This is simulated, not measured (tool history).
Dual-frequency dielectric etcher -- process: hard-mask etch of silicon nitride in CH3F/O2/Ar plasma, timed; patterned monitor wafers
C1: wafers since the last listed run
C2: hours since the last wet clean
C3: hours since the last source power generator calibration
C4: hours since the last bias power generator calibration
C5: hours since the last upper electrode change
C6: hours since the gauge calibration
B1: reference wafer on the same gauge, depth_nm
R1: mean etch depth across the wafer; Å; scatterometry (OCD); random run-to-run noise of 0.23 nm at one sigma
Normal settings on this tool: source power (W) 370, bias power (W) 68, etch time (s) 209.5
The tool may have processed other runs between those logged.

Run 1, hour 0: usual settings but etch time (s) 165; C1 0; C2 194.9; C3 1023.8; C4 2222.7; C5 2110.3; C6 262.3; B1 153. Result: R1 1110 Å.
Run 2, hour 61.1: usual settings but etch time (s) 165; C1 417; C2 256; C3 1084.9; C4 2283.8; C5 2171.4; C6 323.4; B1 153. Result: R1 1109 Å.
Run 3, hour 124.9: usual settings but etch time (s) 165; C1 435; C2 319.8; C3 1148.7; C4 2347.6; C5 2235.2; C6 387.2; B1 153. Result: R1 1104 Å.
Run 4, hour 166.7: usual settings but source power (W) 300, bias power (W) 81; C1 285; C2 361.6; C3 1190.5; C4 2389.4; C5 2277; C6 429; B1 153. Result: R1 1415 Å.
At hour 204.5: wet clean of the chamber.
Run 5, hour 221.7: usual settings but source power (W) 300, bias power (W) 81; C1 211; C2 17.2; C3 1245.5; C4 2444.4; C5 2332; C6 484; B1 153. Result: R1 1415 Å.
Run 6, hour 284.6: usual settings but source power (W) 300, bias power (W) 81; C1 429; C2 80.1; C3 1308.4; C4 2507.3; C5 2394.9; C6 546.9; B1 153. Result: R1 1417 Å.
Run 7, hour 308.7: usual settings; C1 164; C2 104.2; C3 1332.5; C4 2531.4; C5 2419; C6 571; B1 153. Result: R1 1407 Å.
Run 8, hour 373.7: usual settings; C1 443; C2 169.2; C3 1397.5; C4 2596.4; C5 2484; C6 636; B1 153. Result: R1 1404 Å.
Run 9, hour 409.1: usual settings; C1 241; C2 204.6; C3 1432.9; C4 2631.8; C5 2519.4; C6 671.4; B1 153. Result: R1 1407 Å.
Run 10, hour 471.6: usual settings; C1 426; C2 267.1; C3 1495.4; C4 2694.3; C5 2581.9; C6 733.9; B1 153. Result: R1 1412 Å.
Run 11, hour 497.7: usual settings; C1 178; C2 293.2; C3 1521.5; C4 2720.4; C5 2608; C6 760; B1 152.9. Result: R1 1405 Å.
At hour 572.6: wet clean of the chamber.
Run 12, hour 573.1: usual settings; C1 350; C2 0.5; C3 1596.9; C4 2795.8; C5 2683.4; C6 835.4; B1 153. Result: R1 1407 Å.
Run 13, hour 609.6: usual settings but source power (W) 280, etch time (s) 174.5; C1 249; C2 37; C3 1633.4; C4 2832.3; C5 2719.9; C6 871.9; B1 153. Result: R1 1093 Å.
At hour 651.6: upper electrode replaced.
Run 14, hour 673.5: usual settings but source power (W) 300, bias power (W) 85; C1 272; C2 100.9; C3 1697.3; C4 2896.2; C5 21.9; C6 935.8; B1 152.9. Result: R1 1441 Å.
Run 15, hour 717.7: usual settings but source power (W) 290; C1 301; C2 145.1; C3 1741.5; C4 2940.4; C5 66.1; C6 980; B1 153. Result: R1 1328 Å.
Run 16, hour 779.5: usual settings but source power (W) 420, etch time (s) 185; C1 421; C2 206.9; C3 1803.3; C4 3002.2; C5 127.9; C6 1041.8; B1 153. Result: R1 1285 Å.
Run 17, hour 830.6: usual settings; C1 348; C2 258; C3 1854.4; C4 3053.3; C5 179; C6 1092.9; B1 153. Result: R1 1408 Å.
Run 18, hour 860.7: usual settings but source power (W) 440, bias power (W) 54, etch time (s) 184.5; C1 205; C2 288.1; C3 1884.5; C4 3083.4; C5 209.1; C6 1123; B1 153. Result: R1 1208 Å.

Run 19 has not been measured yet. What should we expect?
At hour 928.1: bias power generator calibrated.
At hour 1013.8: wet clean of the chamber.
Run 19, hour 1014.3: usual settings; C1 857; C2 0.5; C3 2038.1; C4 86.2; C5 362.7; C6 1276.6; B1 ?. Result: R1 ?.

B1: 153
R1: 1430 Å
On a tool with no hidden condition, and with the same random variation, this run would have come out at R1 1415 Å.
